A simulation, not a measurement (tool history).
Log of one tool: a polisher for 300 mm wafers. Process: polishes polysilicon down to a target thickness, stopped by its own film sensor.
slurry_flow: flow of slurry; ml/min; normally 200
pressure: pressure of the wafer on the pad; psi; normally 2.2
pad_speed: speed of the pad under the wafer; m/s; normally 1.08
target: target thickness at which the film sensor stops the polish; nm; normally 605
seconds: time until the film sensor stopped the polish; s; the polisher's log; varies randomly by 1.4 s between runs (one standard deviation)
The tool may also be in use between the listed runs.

run    hour  slurry_flow  pressure  pad_speed  target  wafers since the last listed run  wafers polished on this pad  hours since the slurry nozzle was cleaned  hours since the head pressure was calibrated  incoming thickness of the incoming film, nm  seconds
  1     0.0          170       2.7       1.08     605                                 0                         4071                                       66.5                                         805.3                                       1254.6     87.1
       46.8  -- worn pad replaced by a new one
  2    67.8          170       2.7       1.08     605                               765                          252                                      134.3                                         873.1                                       1257.6     87.0
  3   129.2          200       2.2       1.08     605                               737                          989                                      195.7                                         934.5                                       1260.8    106.3
  4   161.2          200       2.2       1.08     605                               384                         1373                                      227.7                                         966.5                                       1290.9    111.3
      213.6  -- head pressure recalibrated
  5   247.0          200       2.2       1.08     605                              1006                         2379                                      313.5                                          33.4                                       1266.4    112.1
  6   296.1          200       2.2       1.08     605                               589                         2969                                      362.6                                          82.5                                       1284.5    115.8
  7   326.8          200       2.2       1.08     605                               368                         3337                                      393.3                                         113.2                                       1294.3    117.5
      362.1  -- slurry nozzle cleaned
  8   379.5          200       2.2       1.08     605                               620                         3958                                       17.4                                         165.9                                       1259.9    104.9
      410.9  -- worn pad replaced by a new one
  9   450.8          200       2.2       1.08     745                               808                          478                                       88.7                                         237.2                                       1279.8     87.7
 10   520.4          200       1.6       1.08     605                               835                         1314                                      158.3                                         306.8                                       1281.5    153.6
 11   554.7          200       1.6       1.08     605                               411                         1726                                      192.6                                         341.1                                       1261.3    147.8
 12   625.0          200       1.6       1.08     605                               844                         2570                                      262.9                                         411.4                                       1284.0    153.9
 13   664.1          200       2.2       1.08     605                               469                         3039                                      302.0                                         450.5                                       1277.5    114.1
 14   689.4          200       2.2       1.08     605                               303                         3343                                      327.3                                         475.8                                       1282.1    113.8
 15   721.0          200       2.2       1.08     605                               379                         3723                                      358.9                                         507.4                                       1269.2    112.5
 16   768.2          200       2.2       0.98     605                               566                         4289                                      406.1                                         554.6                                       1267.7    125.4
      787.6  -- slurry nozzle cleaned
      796.1  -- worn pad replaced by a new one
 17   810.9          175       1.9       1.38     605                               452                          177                                       23.3                                         597.3                                       1276.9    101.7
 18   879.0          200       2.2       1.08     605                               817                          994                                       91.4                                         665.4                                       1276.4    108.2
 19   920.9          200       2.2       1.08     605                               503                         1497                                      133.3                                         707.3                                       1249.5    107.5
 20   965.3          240       3.0       0.96     605                               533                         2030                                      177.7                                         751.7                                       1267.6     85.7
 21   998.6          175       1.9       1.38     605                               399                         2430                                      211.0                                         785.0                                       1250.9    100.4
 22  1040.7          230       2.6       1.08     605                               505                         2936                                      253.1                                         827.1                                       1259.4     91.9
 23  1073.9          245       2.2       1.20     605                               398                         3334                                      286.3                                         860.3                                       1296.3    102.8
 24  1134.0          165       2.7       1.08     605                               721                         4056                                      346.4                                         920.4                                       1279.5     96.4
 25  1158.6          200       2.8       1.26     703                               295                         4351                                      371.0                                         945.0                                       1277.9     66.3
     1179.6  -- head pressure recalibrated
     1182.2  -- slurry nozzle cleaned
     1204.7  -- worn pad replaced by a new one
 26  1222.4          200       2.2       0.88     605                               681                          212                                       40.2                                          42.8                                       1280.1    132.9
 27  1272.3          180       1.9       0.92     605                               599                          811                                       90.1                                          92.7                                       1267.5    146.1
 28  1328.4          160       2.2       1.08     757                               673                         1484                                      146.2                                         148.8                                       1252.9     82.6
 29  1396.0          200       2.2       1.08     768                               811                         2296                                      213.8                                         216.4                                       1267.2     82.0
 30  1432.7          200       2.2       1.08     605                               440                         2737                                      250.5                                         253.1                                       1267.8    108.4
 31  1497.9          200       2.2       1.08     605                               782                         3519                                      315.7                                         318.3                                       1263.2    108.9

Run 32 is up next; what results do you expect?
 32  1538.1          200       2.7       1.08     605                               482                         4002                                      355.9                                         358.5                                       1252.8        ?

For run 32 the tool returned seconds 88.7 s.
On a tool with no hidden condition, and with the same random variation, this run would have come out at seconds 83.7 s.
